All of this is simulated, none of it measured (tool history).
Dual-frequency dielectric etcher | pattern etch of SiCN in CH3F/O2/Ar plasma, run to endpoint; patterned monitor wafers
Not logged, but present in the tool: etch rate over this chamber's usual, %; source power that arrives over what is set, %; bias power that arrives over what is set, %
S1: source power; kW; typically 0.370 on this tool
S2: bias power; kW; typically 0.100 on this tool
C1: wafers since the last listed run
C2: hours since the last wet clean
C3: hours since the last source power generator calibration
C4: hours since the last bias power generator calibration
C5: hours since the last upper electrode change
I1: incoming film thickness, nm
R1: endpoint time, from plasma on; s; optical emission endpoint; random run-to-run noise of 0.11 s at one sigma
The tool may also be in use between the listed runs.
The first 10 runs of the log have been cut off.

run,hour,S1,S2,C1,C2,C3,C4,C5,I1,R1
# hour 776.4: wet clean of the chamber
11,833.3,0.370,0.100,3355,56.9,3676.1,1715.2,1903.9,11.09,25.6
# hour 845.6: bias power generator calibrated
12,889.3,0.370,0.100,925,112.9,3732.1,43.7,1959.9,11.17,25.9
13,957.6,0.370,0.100,1215,181.2,3800.4,112.0,2028.2,11.19,26.3
14,1060.3,0.370,0.100,1827,283.9,3903.1,214.7,2130.9,11.07,26.1
15,1130.5,0.370,0.100,1249,354.1,3973.3,284.9,2201.1,11.18,26.4
16,1177.4,0.370,0.075,834,401.0,4020.2,331.8,2248.0,11.07,28.4
17,1216.3,0.330,0.090,692,439.9,4059.1,370.7,2286.9,11.15,28.4
# hour 1258.9: wet clean of the chamber
18,1259.4,0.440,0.111,339,0.5,4102.2,413.8,2330.0,11.08,23.6
# hour 1270.6: source power generator calibrated
# hour 1308.5: upper electrode replaced
19,1309.0,0.410,0.117,384,50.1,38.4,463.4,0.5,11.13,23.8
20,1415.7,0.370,0.100,1898,156.8,145.1,570.1,107.2,11.06,25.9
21,1486.8,0.370,0.100,1265,227.9,216.2,641.2,178.3,11.14,26.2
22,1577.0,0.370,0.100,1604,318.1,306.4,731.4,268.5,11.18,26.3
23,1648.6,0.370,0.108,1273,389.7,378.0,803.0,340.1,11.14,25.8
24,1708.7,0.290,0.100,1069,449.8,438.1,863.1,400.2,11.22,28.8
# hour 1751.4: wet clean of the chamber
25,1761.4,0.290,0.080,510,10.0,490.8,915.8,452.9,11.05,28.8
26,1837.8,0.300,0.120,1359,86.4,567.2,992.2,529.3,11.20,26.4
27,1915.9,0.370,0.075,1389,164.5,645.3,1070.3,607.4,11.12,27.9
28,1966.0,0.410,0.079,891,214.6,695.4,1120.4,657.5,11.15,27.1
29,2168.6,0.370,0.100,3604,417.2,898.0,1323.0,860.1,11.10,26.6
# hour 2193.0: wet clean of the chamber
30,2261.2,0.370,0.100,1220,68.2,990.6,1415.6,952.7,11.15,25.7
31,2348.1,0.410,0.113,1546,155.1,1077.5,1502.5,1039.6,11.07,24.1

Predict each of these 3 candidate next runs independently; none follows another, all start after run 31:
A,2348.5,0.370,0.100,7,155.5,1077.9,1502.9,1040.0,10.96,?
B,2348.5,0.440,0.110,7,155.5,1077.9,1502.9,1040.0,10.96,?
C,2348.5,0.410,0.078,7,155.5,1077.9,1502.9,1040.0,10.96,?

run,R1
A,25.4
B,23.5
C,26.3
Without the tool's hidden state the same runs would have given:
run,R1
A,25.2
B,23.3
C,26.1
